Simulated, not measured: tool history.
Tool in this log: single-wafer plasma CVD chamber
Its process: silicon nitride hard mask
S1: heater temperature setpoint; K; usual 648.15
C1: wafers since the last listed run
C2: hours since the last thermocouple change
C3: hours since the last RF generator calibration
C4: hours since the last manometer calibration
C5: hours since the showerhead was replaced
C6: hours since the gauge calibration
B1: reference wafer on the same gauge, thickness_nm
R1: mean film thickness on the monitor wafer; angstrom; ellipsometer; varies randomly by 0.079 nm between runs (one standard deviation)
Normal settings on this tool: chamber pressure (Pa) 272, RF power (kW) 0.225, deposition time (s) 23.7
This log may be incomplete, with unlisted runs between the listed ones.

run 1 hour=0 | S1=637.15 chamber_pressure_(Pa)=272 RF_power_(kW)=0.225 deposition_time_(s)=23.7 | C1=0 C2=1955.7 C3=2891.8 C4=779.9 C5=7274.7 C6=1583.6 | B1=24.789 | R1=230.95
-- hour=15.3 RF generator calibrated
-- hour=21.7 thermocouple changed; heater temperature recalibrated
run 2 hour=55.6 | S1=637.15 chamber_pressure_(Pa)=272 RF_power_(kW)=0.225 deposition_time_(s)=23.7 | C1=506 C2=33.9 C3=40.3 C4=835.5 C5=7330.3 C6=1639.2 | B1=24.804 | R1=227.15
run 3 hour=99.6 | S1=645.15 chamber_pressure_(Pa)=272 RF_power_(kW)=0.225 deposition_time_(s)=23.7 | C1=540 C2=77.9 C3=84.3 C4=879.5 C5=7374.3 C6=1683.2 | B1=24.801 | R1=227.05
run 4 hour=141.1 | S1=645.15 chamber_pressure_(Pa)=272 RF_power_(kW)=0.225 deposition_time_(s)=23.7 | C1=510 C2=119.4 C3=125.8 C4=921 C5=7415.8 C6=1724.7 | B1=24.81 | R1=224.6
-- hour=165.5 gauge calibrated
run 5 hour=198 | S1=648.15 chamber_pressure_(Pa)=272 RF_power_(kW)=0.225 deposition_time_(s)=25.6 | C1=699 C2=176.3 C3=182.7 C4=977.9 C5=7472.7 C6=32.5 | B1=24.819 | R1=243.08
run 6 hour=265.7 | S1=648.15 chamber_pressure_(Pa)=272 RF_power_(kW)=0.225 deposition_time_(s)=23.7 | C1=832 C2=244 C3=250.4 C4=1045.6 C5=7540.4 C6=100.2 | B1=24.779 | R1=224.49
-- hour=353.4 showerhead replaced
run 7 hour=353.9 | S1=648.15 chamber_pressure_(Pa)=272 RF_power_(kW)=0.225 deposition_time_(s)=20.9 | C1=986 C2=332.2 C3=338.6 C4=1133.8 C5=0.5 C6=188.4 | B1=24.818 | R1=198.46
run 8 hour=552.2 | S1=648.15 chamber_pressure_(Pa)=272 RF_power_(kW)=0.225 deposition_time_(s)=23.7 | C1=2438 C2=530.5 C3=536.9 C4=1332.1 C5=198.8 C6=386.7 | B1=24.804 | R1=224.75
-- hour=574.5 RF generator calibrated, repeated, since the last time left the tool worse
-- hour=575.5 capacitance manometer re-zeroed and calibrated
run 9 hour=601.3 | S1=648.15 chamber_pressure_(Pa)=301 RF_power_(kW)=0.225 deposition_time_(s)=19.2 | C1=493 C2=579.6 C3=26.8 C4=25.8 C5=247.9 C6=435.8 | B1=24.798 | R1=197.24
run 10 hour=648 | S1=648.15 chamber_pressure_(Pa)=223 RF_power_(kW)=0.225 deposition_time_(s)=20.2 | C1=574 C2=626.3 C3=73.5 C4=72.5 C5=294.6 C6=482.5 | B1=24.8 | R1=187.09
run 11 hour=699.5 | S1=648.15 chamber_pressure_(Pa)=272 RF_power_(kW)=0.225 deposition_time_(s)=23.7 | C1=633 C2=677.8 C3=125 C4=124 C5=346.1 C6=534 | B1=24.806 | R1=234.11
run 12 hour=754.7 | S1=648.15 chamber_pressure_(Pa)=272 RF_power_(kW)=0.225 deposition_time_(s)=21.3 | C1=678 C2=733 C3=180.2 C4=179.2 C5=401.3 C6=589.2 | B1=24.788 | R1=210.02
run 13 hour=789.8 | S1=648.15 chamber_pressure_(Pa)=272 RF_power_(kW)=0.225 deposition_time_(s)=20.9 | C1=431 C2=768.1 C3=215.3 C4=214.3 C5=436.4 C6=624.3 | B1=24.803 | R1=207.75
run 14 hour=827.7 | S1=648.15 chamber_pressure_(Pa)=272 RF_power_(kW)=0.185 deposition_time_(s)=23.7 | C1=465 C2=806 C3=253.2 C4=252.2 C5=474.3 C6=662.2 | B1=24.812 | R1=195.14
run 15 hour=861.7 | S1=652.15 chamber_pressure_(Pa)=221 RF_power_(kW)=0.26 deposition_time_(s)=21.2 | C1=418 C2=840 C3=287.2 C4=286.2 C5=508.3 C6=696.2 | B1=24.812 | R1=219.9
run 16 hour=893.8 | S1=648.15 chamber_pressure_(Pa)=323 RF_power_(kW)=0.225 deposition_time_(s)=23.7 | C1=394 C2=872.1 C3=319.3 C4=318.3 C5=540.4 C6=728.3 | B1=24.799 | R1=246.62
run 17 hour=964.1 | S1=648.15 chamber_pressure_(Pa)=272 RF_power_(kW)=0.24 deposition_time_(s)=23.7 | C1=864 C2=942.4 C3=389.6 C4=388.6 C5=610.7 C6=798.6 | B1=24.805 | R1=248.82
run 18 hour=1009.8 | S1=648.15 chamber_pressure_(Pa)=272 RF_power_(kW)=0.225 deposition_time_(s)=23.7 | C1=561 C2=988.1 C3=435.3 C4=434.3 C5=656.4 C6=844.3 | B1=24.796 | R1=235.43
run 19 hour=1039.4 | S1=635.15 chamber_pressure_(Pa)=272 RF_power_(kW)=0.18 deposition_time_(s)=23.7 | C1=363 C2=1017.7 C3=464.9 C4=463.9 C5=686 C6=873.9 | B1=24.819 | R1=191.3
run 20 hour=1100.7 | S1=654.15 chamber_pressure_(Pa)=272 RF_power_(kW)=0.225 deposition_time_(s)=23.7 | C1=753 C2=1079 C3=526.2 C4=525.2 C5=747.3 C6=935.2 | B1=24.798 | R1=234.29
run 21 hour=1146.5 | S1=638.15 chamber_pressure_(Pa)=339 RF_power_(kW)=0.225 deposition_time_(s)=19.2 | C1=563 C2=1124.8 C3=572 C4=571 C5=793.1 C6=981 | B1=24.805 | R1=203.74
run 22 hour=1201.5 | S1=648.15 chamber_pressure_(Pa)=272 RF_power_(kW)=0.26 deposition_time_(s)=26.6 | C1=676 C2=1179.8 C3=627 C4=626 C5=848.1 C6=1036 | B1=24.792 | R1=297.98
run 23 hour=1262.7 | S1=648.15 chamber_pressure_(Pa)=272 RF_power_(kW)=0.225 deposition_time_(s)=23.7 | C1=752 C2=1241 C3=688.2 C4=687.2 C5=909.3 C6=1097.2 | B1=24.776 | R1=234
run 24 hour=1290.9 | S1=648.15 chamber_pressure_(Pa)=272 RF_power_(kW)=0.225 deposition_time_(s)=24.8 | C1=346 C2=1269.2 C3=716.4 C4=715.4 C5=937.5 C6=1125.4 | B1=24.787 | R1=245.06
run 25 hour=1319.1 | S1=662.15 chamber_pressure_(Pa)=339 RF_power_(kW)=0.205 deposition_time_(s)=23.7 | C1=346 C2=1297.4 C3=744.6 C4=743.6 C5=965.7 C6=1153.6 | B1=24.785 | R1=228.15
run 26 hour=1354.8 | S1=648.15 chamber_pressure_(Pa)=272 RF_power_(kW)=0.225 deposition_time_(s)=23.7 | C1=438 C2=1333.1 C3=780.3 C4=779.3 C5=1001.4 C6=1189.3 | B1=24.801 | R1=232.8
run 27 hour=1378.9 | S1=648.15 chamber_pressure_(Pa)=272 RF_power_(kW)=0.225 deposition_time_(s)=23.7 | C1=296 C2=1357.2 C3=804.4 C4=803.4 C5=1025.5 C6=1213.4 | B1=24.795 | R1=233.54

Forecast each of these 5 alternatives for the next run:
run A hour=1379.3 | S1=648.15 chamber_pressure_(Pa)=272 RF_power_(kW)=0.225 deposition_time_(s)=23.7 | C1=4 C2=1357.6 C3=804.8 C4=803.8 C5=1025.9 C6=1213.8 | B1=? | R1=?
run B hour=1379.3 | S1=660.15 chamber_pressure_(Pa)=272 RF_power_(kW)=0.225 deposition_time_(s)=21.5 | C1=4 C2=1357.6 C3=804.8 C4=803.8 C5=1025.9 C6=1213.8 | B1=? | R1=?
run C hour=1379.3 | S1=635.15 chamber_pressure_(Pa)=311 RF_power_(kW)=0.21 deposition_time_(s)=23.7 | C1=4 C2=1357.6 C3=804.8 C4=803.8 C5=1025.9 C6=1213.8 | B1=? | R1=?
run D hour=1379.3 | S1=638.15 chamber_pressure_(Pa)=212 RF_power_(kW)=0.245 deposition_time_(s)=23.7 | C1=4 C2=1357.6 C3=804.8 C4=803.8 C5=1025.9 C6=1213.8 | B1=? | R1=?
run E hour=1379.3 | S1=648.15 chamber_pressure_(Pa)=304 RF_power_(kW)=0.225 deposition_time_(s)=26.9 | C1=4 C2=1357.6 C3=804.8 C4=803.8 C5=1025.9 C6=1213.8 | B1=? | R1=?

run=A B1=24.782 R1=233.78
run=B B1=24.782 R1=211.21
run=C B1=24.782 R1=230.33
run=D B1=24.782 R1=229.97
run=E B1=24.782 R1=275.05
The same runs, with their run-to-run variation unchanged, on a tool lacking any hidden condition would have given:
run=A R1=235.91
run=B R1=213.13
run=C R1=232.43
run=D R1=231.97
run=E R1=277.55
